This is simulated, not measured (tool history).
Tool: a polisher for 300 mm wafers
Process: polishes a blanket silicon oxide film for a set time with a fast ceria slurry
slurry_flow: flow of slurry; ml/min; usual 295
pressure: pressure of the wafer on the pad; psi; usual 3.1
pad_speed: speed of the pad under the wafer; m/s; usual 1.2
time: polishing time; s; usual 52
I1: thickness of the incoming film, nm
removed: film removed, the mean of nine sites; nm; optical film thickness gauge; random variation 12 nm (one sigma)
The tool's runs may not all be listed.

{"run": 1, "hour": 0.0, "slurry_flow": 295, "pressure": 3.1, "pad_speed": 1.2, "time": 47, "I1": 3104.9, "removed": 1095.3}
{"run": 2, "hour": 72.9, "slurry_flow": 295, "pressure": 3.1, "pad_speed": 1.2, "time": 47, "I1": 3112.1, "removed": 1087.1}
{"run": 3, "hour": 142.6, "slurry_flow": 295, "pressure": 3.1, "pad_speed": 1.2, "time": 52, "I1": 3081.9, "removed": 1189.9}
{"run": 4, "hour": 180.4, "slurry_flow": 295, "pressure": 3.1, "pad_speed": 1.2, "time": 52, "I1": 3095.2, "removed": 1186.9}
{"run": 5, "hour": 267.7, "slurry_flow": 295, "pressure": 3.1, "pad_speed": 1.2, "time": 52, "I1": 3042.3, "removed": 1180.5}
{"run": 6, "hour": 339.7, "slurry_flow": 275, "pressure": 3.1, "pad_speed": 1.36, "time": 52, "I1": 3089.1, "removed": 1302.9}
{"run": 7, "hour": 376.0, "slurry_flow": 295, "pressure": 3.1, "pad_speed": 1.2, "time": 48, "I1": 3080.8, "removed": 1120.4}
{"run": 8, "hour": 467.3, "slurry_flow": 295, "pressure": 3.1, "pad_speed": 1.2, "time": 48, "I1": 3117.9, "removed": 1103.4}
{"hour": 486.6, "done": "worn pad replaced by a new one"}
{"run": 9, "hour": 532.7, "slurry_flow": 295, "pressure": 3.1, "pad_speed": 1.2, "time": 48, "I1": 3093.6, "removed": 1119.2}
{"hour": 545.9, "done": "slurry nozzle cleaned"}
{"run": 10, "hour": 588.9, "slurry_flow": 225, "pressure": 3.9, "pad_speed": 1.2, "time": 52, "I1": 3105.5, "removed": 1453.6}
{"run": 11, "hour": 684.9, "slurry_flow": 225, "pressure": 3.9, "pad_speed": 1.2, "time": 52, "I1": 3114.3, "removed": 1471.9}
{"run": 12, "hour": 734.2, "slurry_flow": 295, "pressure": 3.1, "pad_speed": 1.2, "time": 52, "I1": 3067, "removed": 1229.8}
{"hour": 770.6, "done": "head pressure recalibrated"}
{"run": 13, "hour": 784.5, "slurry_flow": 295, "pressure": 3.1, "pad_speed": 1.2, "time": 52, "I1": 3075.9, "removed": 1210.9}
{"run": 14, "hour": 840.9, "slurry_flow": 295, "pressure": 3.1, "pad_speed": 1.2, "time": 52, "I1": 3133.2, "removed": 1196.7}
{"run": 15, "hour": 945.3, "slurry_flow": 295, "pressure": 3.1, "pad_speed": 1.2, "time": 52, "I1": 3080.8, "removed": 1190.8}
{"run": 16, "hour": 994.8, "slurry_flow": 355, "pressure": 2.8, "pad_speed": 1.2, "time": 61, "I1": 3117.4, "removed": 1301.1}
{"run": 17, "hour": 1048.1, "slurry_flow": 295, "pressure": 3.1, "pad_speed": 1.2, "time": 52, "I1": 3073.2, "removed": 1190.3}
{"run": 18, "hour": 1098.8, "slurry_flow": 295, "pressure": 3.9, "pad_speed": 1.2, "time": 52, "I1": 3049.3, "removed": 1522.1}
{"run": 19, "hour": 1191.8, "slurry_flow": 255, "pressure": 3.7, "pad_speed": 1.6, "time": 41, "I1": 3044.1, "removed": 1342.9}
{"hour": 1201.5, "done": "slurry nozzle cleaned"}
{"hour": 1231.7, "done": "worn pad replaced by a new one"}
{"run": 20, "hour": 1263.3, "slurry_flow": 295, "pressure": 3.1, "pad_speed": 1.2, "time": 52, "I1": 3081.4, "removed": 1202.2}
{"run": 21, "hour": 1333.0, "slurry_flow": 295, "pressure": 3.1, "pad_speed": 1.2, "time": 52, "I1": 3093.3, "removed": 1212.4}
{"run": 22, "hour": 1617.3, "slurry_flow": 295, "pressure": 3.1, "pad_speed": 1.34, "time": 52, "I1": 3131.2, "removed": 1284.2}
{"run": 23, "hour": 1692.5, "slurry_flow": 295, "pressure": 3.1, "pad_speed": 1.2, "time": 52, "I1": 3109.6, "removed": 1202.5}
{"run": 24, "hour": 1749.5, "slurry_flow": 295, "pressure": 2.3, "pad_speed": 0.9, "time": 70, "I1": 3088, "removed": 1024}
{"run": 25, "hour": 1835.2, "slurry_flow": 295, "pressure": 3.1, "pad_speed": 1.2, "time": 52, "I1": 3107, "removed": 1188.3}
{"run": 26, "hour": 1901.0, "slurry_flow": 295, "pressure": 3.1, "pad_speed": 1.2, "time": 52, "I1": 3087.5, "removed": 1197.2}
{"hour": 1905.4, "done": "slurry nozzle cleaned"}
{"hour": 1966.5, "done": "worn pad replaced by a new one"}
{"run": 27, "hour": 1989.0, "slurry_flow": 295, "pressure": 3.6, "pad_speed": 1.2, "time": 52, "I1": 3112, "removed": 1398.3}
{"run": 28, "hour": 2070.2, "slurry_flow": 295, "pressure": 3.1, "pad_speed": 1.02, "time": 40, "I1": 3129.1, "removed": 846.8}
{"hour": 2080.5, "done": "head pressure recalibrated"}
{"run": 29, "hour": 2145.4, "slurry_flow": 210, "pressure": 3.8, "pad_speed": 1.2, "time": 52, "I1": 3065.8, "removed": 1414.1}
{"run": 30, "hour": 2245.0, "slurry_flow": 390, "pressure": 3.1, "pad_speed": 1.2, "time": 35, "I1": 3087.3, "removed": 816.6}
{"run": 31, "hour": 2351.6, "slurry_flow": 350, "pressure": 3.8, "pad_speed": 1.2, "time": 37, "I1": 3102.4, "removed": 1080.4}
{"run": 32, "hour": 2430.9, "slurry_flow": 295, "pressure": 3.1, "pad_speed": 1.2, "time": 59, "I1": 3126.2, "removed": 1379.4}
{"run": 33, "hour": 2491.7, "slurry_flow": 340, "pressure": 2.4, "pad_speed": 1.4, "time": 39, "I1": 3115, "removed": 771.3}
{"run": 34, "hour": 2555.5, "slurry_flow": 295, "pressure": 3.1, "pad_speed": 1.42, "time": 36, "I1": 3061.8, "removed": 909.8}
{"run": 35, "hour": 2598.8, "slurry_flow": 295, "pressure": 3.1, "pad_speed": 1.2, "time": 52, "I1": 3073.9, "removed": 1200.9}
{"run": 36, "hour": 2639.7, "slurry_flow": 295, "pressure": 3.1, "pad_speed": 1.2, "time": 58, "I1": 3043.7, "removed": 1332.8}
{"hour": 2646.8, "done": "slurry nozzle cleaned"}
{"hour": 2682.7, "done": "worn pad replaced by a new one"}
{"run": 37, "hour": 2858.6, "slurry_flow": 295, "pressure": 3.1, "pad_speed": 1.2, "time": 52, "I1": 3119.5, "removed": 1186.4}
{"run": 38, "hour": 2956.1, "slurry_flow": 240, "pressure": 3.1, "pad_speed": 1.2, "time": 70, "I1": 3085.4, "removed": 1582.7}

3 ways to go on from here, each from the tool as it stands after run 38. What would each give?
{"run": "A", "hour": 2956.5, "slurry_flow": 295, "pressure": 2.1, "pad_speed": 1.2, "time": 52, "I1": 3068.2, "removed": "?"}
{"run": "B", "hour": 2956.5, "slurry_flow": 390, "pressure": 3.6, "pad_speed": 1.08, "time": 39, "I1": 3068.2, "removed": "?"}
{"run": "C", "hour": 2956.5, "slurry_flow": 220, "pressure": 2, "pad_speed": 1.2, "time": 61, "I1": 3068.2, "removed": "?"}

run=A removed=813.2
run=B removed=1006.6
run=C removed=877.3
Without the tool's hidden state the same runs would have given:
run=A removed=813.2
run=B removed=1006.6
run=C removed=877.3
